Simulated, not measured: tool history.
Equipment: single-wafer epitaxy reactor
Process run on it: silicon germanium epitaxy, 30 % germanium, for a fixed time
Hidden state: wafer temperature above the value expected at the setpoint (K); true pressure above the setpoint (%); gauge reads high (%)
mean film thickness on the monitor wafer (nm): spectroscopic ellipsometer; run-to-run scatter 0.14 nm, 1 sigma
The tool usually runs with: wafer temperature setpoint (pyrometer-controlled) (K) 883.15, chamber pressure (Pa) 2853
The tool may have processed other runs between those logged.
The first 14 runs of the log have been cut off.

run	hour	wafer temperature setpoint (pyrometer-controlled) (K)	chamber pressure (Pa)	wafers since the last listed run	hours since the last pyrometer calibration	hours since the last manometer calibration	hours since the showerhead was replaced	hours since the gauge calibration	read-back reference wafer on the same gauge, thickness_nm	mean film thickness on the monitor wafer (nm)
15	1017.0	888.15	2853	1187	1063.2	1519.4	178.3	141.4	74.792	73.425
16	1060.1	888.15	2853	854	1106.3	1562.5	221.4	184.5	74.806	73.208
17	1097.4	883.15	2853	739	1143.6	1599.8	258.7	221.8	74.853	66.919
18	1154.2	868.15	2853	1126	1200.4	1656.6	315.5	278.6	74.820	50.732
19	1256.6	883.15	2853	2030	1302.8	1759.0	417.9	381.0	74.783	66.967
20	1317.3	890.15	3240	1203	1363.5	1819.7	478.6	441.7	74.735	80.047
# hour 1360.8: pyrometer calibrated
21	1400.8	883.15	2640	1496	40.0	1903.2	562.1	525.2	74.783	65.929
22	1446.4	883.15	2853	904	85.6	1948.8	607.7	570.8	74.803	67.665
# hour 1484.2: capacitance manometer re-zeroed and calibrated
23	1514.4	883.15	3426	1189	153.6	30.2	675.7	638.8	74.817	72.512
24	1559.8	887.15	3106	900	199.0	75.6	721.1	684.2	74.791	75.113
25	1660.9	878.15	3506	2004	300.1	176.7	822.2	785.3	74.822	66.741
26	1727.1	883.15	3186	1312	366.3	242.9	888.4	851.5	74.774	70.021
27	1764.1	888.15	2853	733	403.3	279.9	925.4	888.5	74.831	73.815
28	1826.6	883.15	2853	1239	465.8	342.4	987.9	951.0	74.751	67.378
29	1867.0	883.15	3253	801	506.2	382.8	1028.3	991.4	74.747	70.743
30	1958.1	878.15	2213	1806	597.3	473.9	1119.4	1082.5	74.778	56.013
31	2024.3	883.15	3413	1312	663.5	540.1	1185.6	1148.7	74.787	71.950
32	2109.6	883.15	2640	1691	748.8	625.4	1270.9	1234.0	74.800	65.347

Each row is a separate what-if for the run after 32, all from the same tool condition, not one after another. Results?
A	2110.0	883.15	3266	7	749.2	625.8	1271.3	1234.4	?	?
B	2110.0	893.15	2626	7	749.2	625.8	1271.3	1234.4	?	?
C	2110.0	874.15	2493	7	749.2	625.8	1271.3	1234.4	?	?
D	2110.0	889.15	2173	7	749.2	625.8	1271.3	1234.4	?	?
E	2110.0	878.15	3400	7	749.2	625.8	1271.3	1234.4	?	?

run	read-back reference wafer on the same gauge, thickness_nm	mean film thickness on the monitor wafer (nm)
A	74.788	70.530
B	74.788	78.064
C	74.788	54.088
D	74.788	67.864
E	74.788	65.275
Take away the tool's hidden state, keep each run's random variation, and the runs would have read:
run	mean film thickness on the monitor wafer (nm)
A	71.460
B	79.070
C	54.817
D	68.746
E	66.146
